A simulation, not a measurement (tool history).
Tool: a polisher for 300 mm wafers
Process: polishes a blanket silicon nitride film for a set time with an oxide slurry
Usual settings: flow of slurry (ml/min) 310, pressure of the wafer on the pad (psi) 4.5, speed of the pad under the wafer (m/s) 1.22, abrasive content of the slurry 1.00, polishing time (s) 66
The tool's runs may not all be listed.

| run | hour | flow of slurry (ml/min) | pressure of the wafer on the pad (psi) | speed of the pad under the wafer (m/s) | abrasive content of the slurry | polishing time (s) | wafers since the last listed run | wafers polished on this pad | hours since the slurry nozzle was cleaned | hours since the head pressure was calibrated | hours since the slurry blender was calibrated | hours since the conditioning disc was replaced | incoming thickness of the incoming film, nm | film removed (Å) |
|---|---|---|---|---|---|---|---|---|---|---|---|---|---|---|
| 1 | 0.0 | 310 | 5.6 | 1.22 | 1.00 | 66 | 0 | 787 | 131.0 | 91.7 | 60.5 | 280.8 | 557.0 | 758 |
| 2 | 14.2 | 310 | 5.6 | 1.22 | 1.00 | 66 | 185 | 973 | 145.2 | 105.9 | 74.7 | 295.0 | 552.2 | 767 |
| 3 | 37.8 | 310 | 4.5 | 1.22 | 1.00 | 66 | 308 | 1281 | 168.8 | 129.5 | 98.3 | 318.6 | 543.6 | 598 |
| 4 | 64.7 | 310 | 4.5 | 1.22 | 1.00 | 66 | 351 | 1632 | 195.7 | 156.4 | 125.2 | 345.5 | 542.4 | 569 |
|  | 70.2 | worn pad replaced by a new one |
| 5 | 84.3 | 310 | 4.5 | 1.22 | 1.00 | 66 | 203 | 184 | 215.3 | 176.0 | 144.8 | 365.1 | 545.5 | 631 |
|  | 163.3 | slurry blender recalibrated |
| 6 | 170.8 | 255 | 4.5 | 1.22 | 1.00 | 66 | 1103 | 1287 | 301.8 | 262.5 | 7.5 | 451.6 | 552.0 | 578 |
|  | 190.2 | worn pad replaced by a new one |
|  | 199.5 | conditioning disc replaced and pad reconditioned |
| 7 | 200.0 | 310 | 4.5 | 1.22 | 1.00 | 66 | 302 | 101 | 331.0 | 291.7 | 36.7 | 0.5 | 551.1 | 552 |
| 8 | 225.9 | 310 | 4.5 | 1.22 | 1.00 | 66 | 338 | 439 | 356.9 | 317.6 | 62.6 | 26.4 | 558.1 | 549 |
| 9 | 248.1 | 310 | 4.5 | 1.22 | 1.00 | 66 | 289 | 729 | 379.1 | 339.8 | 84.8 | 48.6 | 554.1 | 540 |
| 10 | 275.0 | 310 | 4.5 | 1.22 | 1.00 | 66 | 351 | 1080 | 406.0 | 366.7 | 111.7 | 75.5 | 546.0 | 527 |
|  | 285.2 | worn pad replaced by a new one, repeated, since the last time left the tool worse |
| 11 | 290.2 | 310 | 4.5 | 0.96 | 1.00 | 66 | 146 | 64 | 421.2 | 381.9 | 126.9 | 90.7 | 545.3 | 522 |
| 12 | 315.5 | 310 | 3.6 | 1.22 | 1.00 | 81 | 330 | 395 | 446.5 | 407.2 | 152.2 | 116.0 | 559.7 | 618 |
| 13 | 350.3 | 270 | 5.2 | 1.22 | 1.10 | 54 | 454 | 849 | 481.3 | 442.0 | 187.0 | 150.8 | 552.8 | 601 |
|  | 384.1 | head pressure recalibrated |
| 14 | 385.4 | 310 | 4.5 | 1.22 | 0.70 | 74 | 432 | 1281 | 516.4 | 1.3 | 222.1 | 185.9 | 540.6 | 556 |
| 15 | 411.3 | 250 | 4.5 | 1.22 | 1.25 | 85 | 338 | 1619 | 542.3 | 27.2 | 248.0 | 211.8 | 541.7 | 815 |
|  | 417.6 | worn pad replaced by a new one |
|  | 421.5 | slurry blender recalibrated |
| 16 | 443.0 | 370 | 4.5 | 1.22 | 0.75 | 52 | 335 | 305 | 574.0 | 58.9 | 21.5 | 243.5 | 546.2 | 431 |
|  | 447.7 | slurry nozzle cleaned |
| 17 | 464.8 | 310 | 4.5 | 1.22 | 1.00 | 66 | 271 | 577 | 17.1 | 80.7 | 43.3 | 265.3 | 557.6 | 626 |
| 18 | 492.2 | 310 | 5.8 | 1.22 | 1.00 | 46 | 357 | 935 | 44.5 | 108.1 | 70.7 | 292.7 | 548.1 | 549 |
| 19 | 505.3 | 310 | 4.0 | 1.22 | 1.00 | 66 | 171 | 1106 | 57.6 | 121.2 | 83.8 | 305.8 | 537.7 | 537 |
| 20 | 534.8 | 310 | 4.5 | 1.22 | 1.00 | 66 | 385 | 1491 | 87.1 | 150.7 | 113.3 | 335.3 | 547.9 | 563 |
|  | 544.9 | worn pad replaced by a new one |
| 21 | 553.6 | 380 | 4.5 | 1.46 | 1.25 | 49 | 193 | 113 | 105.9 | 169.5 | 132.1 | 354.1 | 551.6 | 605 |
| 22 | 582.1 | 310 | 4.5 | 1.22 | 1.00 | 66 | 372 | 486 | 134.4 | 198.0 | 160.6 | 382.6 | 558.7 | 627 |

Some steps in film removed (Å) between neighbouring runs. How much of each would the tool show without its hidden state too (settings, what came in, random variation), and how much is left for the hidden state, with any gauge scatter that isn't in both results?
The hidden state here: removal rate lost through wear of the pad, %; slurry flow missing at the pad, %; deviation of the head's pressure from its setpoint, %; abrasive missing from the slurry, %; time polished since the conditioner stopped cutting, s.
Run 10 -> 11: speed of the pad under the wafer (m/s) 1.22 -> 0.96, worn pad replaced by a new one, repeated, since the last time left the tool worse. film removed (Å) -5: hidden state +106, all else -111.
Run 14 -> 15: flow of slurry (ml/min) 310 -> 250, abrasive content of the slurry 0.70 -> 1.25, polishing time (s) 74 -> 85. film removed (Å) +259: hidden state -50, all else +309.
Run 15 -> 16: flow of slurry (ml/min) 250 -> 370, abrasive content of the slurry 1.25 -> 0.75, polishing time (s) 85 -> 52, worn pad replaced by a new one, slurry blender recalibrated. film removed (Å) -384: hidden state +83, all else -467.
